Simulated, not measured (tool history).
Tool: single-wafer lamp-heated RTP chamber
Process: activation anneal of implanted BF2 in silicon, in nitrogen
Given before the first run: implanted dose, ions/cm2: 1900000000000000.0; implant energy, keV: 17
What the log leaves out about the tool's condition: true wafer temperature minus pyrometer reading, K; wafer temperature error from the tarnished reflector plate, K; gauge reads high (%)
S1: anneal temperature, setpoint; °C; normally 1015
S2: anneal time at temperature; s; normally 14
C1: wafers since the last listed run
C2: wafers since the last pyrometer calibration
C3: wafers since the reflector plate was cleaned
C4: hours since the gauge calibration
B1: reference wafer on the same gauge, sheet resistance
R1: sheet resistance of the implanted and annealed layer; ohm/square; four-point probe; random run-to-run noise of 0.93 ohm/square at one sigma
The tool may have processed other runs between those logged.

| run | hour | S1 | S2 | C1 | C2 | C3 | C4 | B1 | R1 |
|---|---|---|---|---|---|---|---|---|---|
| 1 | 0 | 1022 | 11 | 0 | 1258 | 5446 | 223.3 | 197.01 | 165.91 |
| 2 | 34.3 | 1015 | 14 | 279 | 1538 | 5725 | 257.6 | 196.93 | 168.33 |
| 3 | 49.3 | 1015 | 14 | 122 | 1660 | 5847 | 272.6 | 197.1 | 168.68 |
| 4 | 77.1 | 1015 | 14 | 226 | 1886 | 6073 | 300.4 | 197.02 | 166.8 |
| 5 | 104.3 | 1005 | 14 | 221 | 2108 | 6295 | 327.6 | 197.3 | 183.29 |
| 6 | 121.8 | 1005 | 14 | 142 | 2250 | 6437 | 345.1 | 197.21 | 183.52 |
| 7 | 155.4 | 1005 | 14 | 273 | 2524 | 6711 | 378.7 | 197.25 | 183.32 |
| 8 | 186.6 | 1015 | 14 | 254 | 2778 | 6965 | 409.9 | 196.64 | 168.28 |
| 9 | 212.4 | 1000 | 17 | 210 | 2988 | 7175 | 435.7 | 197.24 | 183.92 |
| 10 | 240.6 | 1000 | 17 | 229 | 3217 | 7405 | 463.9 | 197.14 | 183.69 |
| 11 | 283.1 | 1000 | 17 | 346 | 3564 | 7751 | 506.4 | 196.9 | 185.69 |
| 12 | 297.8 | 1015 | 14 | 119 | 3683 | 7871 | 521.1 | 197.03 | 168.33 |
| 13 | 314.7 | 1015 | 14 | 137 | 3821 | 8008 | 538 | 197.43 | 168.1 |
| 14 | 328.3 | 1015 | 14 | 110 | 3932 | 8119 | 551.6 | 197.03 | 168.07 |
| 15 | 354.7 | 991 | 16 | 214 | 4147 | 8334 | 578 | 197.18 | 200.15 |
|  | 373.4 | reflector plate cleaned |
| 16 | 373.9 | 1032 | 12 | 91 | 4238 | 3 | 597.2 | 196.71 | 153.45 |
| 17 | 382.2 | 1038 | 7 | 67 | 4305 | 71 | 605.5 | 197.22 | 161.45 |
| 18 | 409 | 1015 | 14 | 218 | 4524 | 289 | 632.3 | 197.47 | 167.91 |
| 19 | 440.4 | 1001 | 6 | 255 | 4779 | 545 | 663.7 | 197.03 | 212.16 |
|  | 470.7 | pyrometer window cleaned and pyrometer calibrated |
| 20 | 473.3 | 1015 | 21 | 202 | 21 | 748 | 696.6 | 197.39 | 153.94 |
| 21 | 489.6 | 1043 | 7 | 132 | 154 | 880 | 712.9 | 196.61 | 155.18 |
| 22 | 523.2 | 1015 | 14 | 273 | 427 | 1154 | 746.5 | 196.98 | 169.72 |
|  | 534.8 | gauge calibrated |
| 23 | 540.5 | 1027 | 14 | 140 | 568 | 1295 | 5.7 | 196.89 | 151.45 |
| 24 | 575.8 | 988 | 6 | 287 | 855 | 1582 | 41 | 196.7 | 227.04 |

What does the tool deliver on the next run?
| 25 | 609.6 | 1039 | 14 | 275 | 1131 | 1857 | 74.8 | ? | ? |

B1: 197.11
R1: 139.98 ohm/square
With no hidden state in the tool, this same run would have given R1 139.98 ohm/square.
